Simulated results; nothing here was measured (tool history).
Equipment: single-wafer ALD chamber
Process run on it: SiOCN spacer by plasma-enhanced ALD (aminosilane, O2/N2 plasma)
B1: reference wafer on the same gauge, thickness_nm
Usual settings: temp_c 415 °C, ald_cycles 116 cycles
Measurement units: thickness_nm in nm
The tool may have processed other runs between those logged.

Run 1, hour 0.0: usual settings; B1 5.936. Result: thickness_nm 6.456 nm.
Run 2, hour 37.9: usual settings; B1 5.939. Result: thickness_nm 6.486 nm.
Run 3, hour 70.3: usual settings; B1 5.941. Result: thickness_nm 6.462 nm.
Run 4, hour 173.9: usual settings; B1 5.936. Result: thickness_nm 6.444 nm.
Run 5, hour 243.2: usual settings; B1 5.944. Result: thickness_nm 6.476 nm.
At hour 260.6: gauge calibrated.
Run 6, hour 450.9: usual settings; B1 5.941. Result: thickness_nm 6.492 nm.
Run 7, hour 519.3: usual settings; B1 5.938. Result: thickness_nm 6.501 nm.
Run 8, hour 548.0: usual settings; B1 5.937. Result: thickness_nm 6.450 nm.
At hour 595.5: thermocouple changed; heater temperature recalibrated.
Run 9, hour 596.0: usual settings; B1 5.941. Result: thickness_nm 6.492 nm.
Run 10, hour 631.9: usual settings; B1 5.945. Result: thickness_nm 6.464 nm.
Run 11, hour 666.7: usual settings; B1 5.938. Result: thickness_nm 6.480 nm.
Run 12, hour 698.2: usual settings but temp_c 403 °C; B1 5.940. Result: thickness_nm 6.715 nm.
Run 13, hour 749.0: usual settings but temp_c 403 °C; B1 5.938. Result: thickness_nm 6.719 nm.
Run 14, hour 816.1: usual settings but ald_cycles 123 cycles; B1 5.946. Result: thickness_nm 6.833 nm.
Run 15, hour 849.0: usual settings but temp_c 407 °C; B1 5.942. Result: thickness_nm 6.620 nm.
Run 16, hour 908.6: usual settings; B1 5.944. Result: thickness_nm 6.466 nm.
Run 17, hour 953.3: usual settings but temp_c 427 °C; B1 5.948. Result: thickness_nm 6.267 nm.
Run 18, hour 984.6: usual settings but temp_c 427 °C; B1 5.936. Result: thickness_nm 6.230 nm.
Run 19, hour 1189.0: usual settings; B1 5.941. Result: thickness_nm 6.454 nm.
Run 20, hour 1235.8: usual settings; B1 5.943. Result: thickness_nm 6.465 nm.
Run 21, hour 1274.1: usual settings; B1 5.933. Result: thickness_nm 6.497 nm.
Run 22, hour 1336.6: usual settings but temp_c 430 °C, ald_cycles 136 cycles; B1 5.941. Result: thickness_nm 7.205 nm.
Run 23, hour 1397.1: usual settings but ald_cycles 132 cycles; B1 5.939. Result: thickness_nm 7.361 nm.
Run 24, hour 1462.6: usual settings but temp_c 406 °C, ald_cycles 102 cycles; B1 5.939. Result: thickness_nm 5.888 nm.
Run 25, hour 1505.9: usual settings; B1 5.936. Result: thickness_nm 6.429 nm.
At hour 1545.9: thermocouple changed; heater temperature recalibrated.
Run 26, hour 1574.9: usual settings but temp_c 428 °C, ald_cycles 98 cycles; B1 5.939. Result: thickness_nm 5.236 nm.
Run 27, hour 1609.5: usual settings but temp_c 407 °C; B1 5.946. Result: thickness_nm 6.657 nm.
Run 28, hour 1671.0: usual settings but temp_c 409 °C; B1 5.934. Result: thickness_nm 6.596 nm.
Run 29, hour 1698.8: usual settings but temp_c 425 °C, ald_cycles 96 cycles; B1 5.942. Result: thickness_nm 5.166 nm.
Run 30, hour 1762.1: usual settings but temp_c 422 °C; B1 5.944. Result: thickness_nm 6.313 nm.
Run 31, hour 1787.3: usual settings; B1 5.947. Result: thickness_nm 6.475 nm.
Run 32, hour 1831.0: usual settings; B1 5.944. Result: thickness_nm 6.466 nm.
At hour 1840.1: gauge calibrated.
Run 33, hour 1866.9: usual settings but ald_cycles 133 cycles; B1 5.942. Result: thickness_nm 7.421 nm.
Run 34, hour 1915.0: usual settings but temp_c 403 °C, ald_cycles 134 cycles; B1 5.942. Result: thickness_nm 7.779 nm.
Run 35, hour 1981.3: usual settings; B1 5.940. Result: thickness_nm 6.455 nm.
Run 36, hour 2040.9: usual settings but temp_c 420 °C, ald_cycles 133 cycles; B1 5.941. Result: thickness_nm 7.287 nm.
Run 37, hour 2095.1: usual settings but temp_c 430 °C, ald_cycles 128 cycles; B1 5.946. Result: thickness_nm 6.811 nm.
Run 38, hour 2143.7: usual settings; B1 5.932. Result: thickness_nm 6.443 nm.
Run 39, hour 2199.7: usual settings but ald_cycles 133 cycles; B1 5.941. Result: thickness_nm 7.448 nm.
Run 40, hour 2268.7: usual settings; B1 5.944. Result: thickness_nm 6.473 nm.
Run 41, hour 2328.8: usual settings but temp_c 423 °C, ald_cycles 97 cycles; B1 5.935. Result: thickness_nm 5.274 nm.

4 ways to go on from here, each from the tool as it stands after run 41. What would each give?
Run A, hour 2329.4: usual settings but ald_cycles 138 cycles; B1 ?. Result: thickness_nm ?.
Run B, hour 2329.4: usual settings but temp_c 424 °C, ald_cycles 102 cycles; B1 ?. Result: thickness_nm ?.
Run C, hour 2329.4: usual settings but temp_c 422 °C, ald_cycles 108 cycles; B1 ?. Result: thickness_nm ?.
Run D, hour 2329.4: usual settings but temp_c 406 °C; B1 ?. Result: thickness_nm ?.

run     B1  thickness_nm
  A  5.934         7.756
  B  5.934         5.567
  C  5.934         5.933
  D  5.934         6.709
With the hidden condition removed and each run's random variation left untouched, the same runs would have given:
run  thickness_nm
  A         7.756
  B         5.567
  C         5.933
  D         6.709
